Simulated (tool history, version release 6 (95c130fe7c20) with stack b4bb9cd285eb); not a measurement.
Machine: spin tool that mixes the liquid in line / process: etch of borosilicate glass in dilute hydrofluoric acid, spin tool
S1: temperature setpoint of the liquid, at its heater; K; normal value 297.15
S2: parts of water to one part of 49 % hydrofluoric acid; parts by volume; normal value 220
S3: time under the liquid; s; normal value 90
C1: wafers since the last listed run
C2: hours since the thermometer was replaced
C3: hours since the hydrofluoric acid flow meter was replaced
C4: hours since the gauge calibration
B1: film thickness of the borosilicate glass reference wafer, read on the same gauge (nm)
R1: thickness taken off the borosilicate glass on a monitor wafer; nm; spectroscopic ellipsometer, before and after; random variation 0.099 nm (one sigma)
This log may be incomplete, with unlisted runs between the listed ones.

run	hour	S1	S2	S3	C1	C2	C3	C4	B1	R1
1	0.0	297.15	220	90	0	1425.7	960.9	300.8	150.00	17.84
2	7.7	297.15	220	90	102	1433.4	968.6	308.5	150.00	17.53
3	25.4	297.15	220	90	234	1451.1	986.3	326.2	149.99	17.58
4	43.4	297.15	220	90	238	1469.1	1004.3	344.2	150.02	17.57
5	51.6	297.15	220	90	108	1477.3	1012.5	352.4	150.02	17.84
6	58.7	297.15	220	90	94	1484.4	1019.6	359.5	149.99	17.66
7	67.2	297.15	220	90	112	1492.9	1028.1	368.0	150.00	17.86
8	82.6	297.15	175	115	204	1508.3	1043.5	383.4	150.00	30.02
9	92.4	300.65	330	40	129	1518.1	1053.3	393.2	150.02	5.31
10	109.9	297.15	220	130	232	1535.6	1070.8	410.7	149.98	25.99
11	125.9	301.65	325	70	212	1551.6	1086.8	426.7	150.01	9.83
12	132.3	297.15	315	90	84	1558.0	1093.2	433.1	150.00	11.28
13	142.6	299.65	220	90	136	1568.3	1103.5	443.4	150.00	19.47
# hour 155.4: hydrofluoric acid flow meter replaced
14	159.5	299.15	220	90	210	1585.2	4.1	460.3	150.01	17.43
15	169.9	297.15	220	90	137	1595.6	14.5	470.7	150.00	16.18
16	183.9	299.15	125	125	185	1609.6	28.5	484.7	150.01	47.33
17	199.2	301.65	220	105	202	1624.9	43.8	500.0	150.01	22.22
18	215.1	297.15	175	90	210	1640.8	59.7	515.9	150.02	21.36
19	227.9	292.65	220	90	169	1653.6	72.5	528.7	149.98	13.76
20	244.7	293.15	190	40	222	1670.4	89.3	545.5	150.02	7.48
# hour 252.8: thermometer replaced
21	259.2	297.15	220	90	179	6.4	103.8	560.0	150.00	15.36
22	271.9	292.65	290	90	168	19.1	116.5	572.7	150.01	9.18
# hour 278.5: gauge calibrated
23	287.6	297.15	220	90	208	34.8	132.2	9.1	150.02	15.40
24	296.8	299.65	115	120	122	44.0	141.4	18.3	150.03	48.30
25	304.4	300.65	220	40	100	51.6	149.0	25.9	150.00	7.68
26	342.2	297.15	305	90	501	89.4	186.8	63.7	149.98	10.25
27	352.0	294.15	170	50	129	99.2	196.6	73.5	149.97	10.43
28	389.9	297.15	220	90	502	137.1	234.5	111.4	149.97	15.47
29	431.6	297.15	220	90	552	178.8	276.2	153.1	150.01	15.65
30	437.7	297.15	185	110	80	184.9	282.3	159.2	150.01	23.51
31	444.4	300.65	285	110	88	191.6	289.0	165.9	149.98	15.46
32	456.2	300.65	165	35	156	203.4	300.8	177.7	150.00	9.82

List, for all runs, the conditions of the tool that the log does not record:
gauge reads high (%): 0 across all the runs
H1: liquid hotter than its thermometer reads (K)
H2: hydrofluoric acid flow above the setpoint (%)
run	H1	H2
1	2.24	8.85
2	2.25	8.92
3	2.27	9.08
4	2.3	9.25
5	2.31	9.32
6	2.32	9.39
7	2.33	9.47
8	2.35	9.61
9	2.37	9.7
10	2.39	9.86
11	2.41	10
12	2.42	10.1
13	2.44	10.2
14	2.46	0.867
15	2.47	0.962
16	2.49	1.09
17	2.52	1.23
18	2.54	1.38
19	2.56	1.5
20	2.58	1.65
21	0.528	1.78
22	0.546	1.9
23	0.568	2.04
24	0.581	2.13
25	0.591	2.2
26	0.644	2.55
27	0.658	2.64
28	0.711	2.98
29	0.769	3.37
30	0.778	3.42
31	0.787	3.49
32	0.804	3.59
